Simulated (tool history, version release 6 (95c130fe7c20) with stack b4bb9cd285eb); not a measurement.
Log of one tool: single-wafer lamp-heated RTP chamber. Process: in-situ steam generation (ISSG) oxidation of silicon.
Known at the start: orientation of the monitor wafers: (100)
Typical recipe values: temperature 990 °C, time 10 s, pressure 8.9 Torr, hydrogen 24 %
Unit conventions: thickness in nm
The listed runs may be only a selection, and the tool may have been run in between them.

run   hour  temperature  time  pressure  hydrogen  read-back reference wafer on the same gauge, thickness  thickness
  1    0.0          990    10       8.9        24                                                   4.900      4.132
  2   34.8          990    10       8.9        24                                                   4.900      4.148
  3   46.8          990    10       8.9        24                                                   4.901      4.134
  4   78.4          990    10       8.9        24                                                   4.902      4.127
  5   94.3          990    10       8.9        24                                                   4.904      4.146
  6  115.6          990    10       7.9        24                                                   4.899      4.181
  7  129.8          990    10       7.9        24                                                   4.902      4.194
  8  153.9          990    10       7.9        24                                                   4.896      4.196
  9  173.9          990    10       8.9        24                                                   4.897      4.115
 10  201.8          990    10       8.9        24                                                   4.900      4.132
 11  236.8          990    14       9.6        16                                                   4.899      4.291
     251.8  -- pressure gauge zeroed
 12  263.6          990    10       8.9        24                                                   4.901      4.144
     277.8  -- gauge calibrated
 13  296.6          990    10       8.9        24                                                   4.901      4.149
 14  326.1          977     6       8.0        20                                                   4.897      3.131
     347.1  -- hydrogen flow controller replaced
     351.3  -- pyrometer window cleaned and pyrometer calibrated
 15  374.3          979     8       8.3        27                                                   4.899      3.807

Predict the results of run 16:
 16  401.7          985    13      10.1        29                                                       ?          ?

read-back reference wafer on the same gauge, thickness: 4.898
thickness: 4.643 nm
On a tool with no hidden condition, and with the same random variation, this run would have come out at thickness 4.643 nm.

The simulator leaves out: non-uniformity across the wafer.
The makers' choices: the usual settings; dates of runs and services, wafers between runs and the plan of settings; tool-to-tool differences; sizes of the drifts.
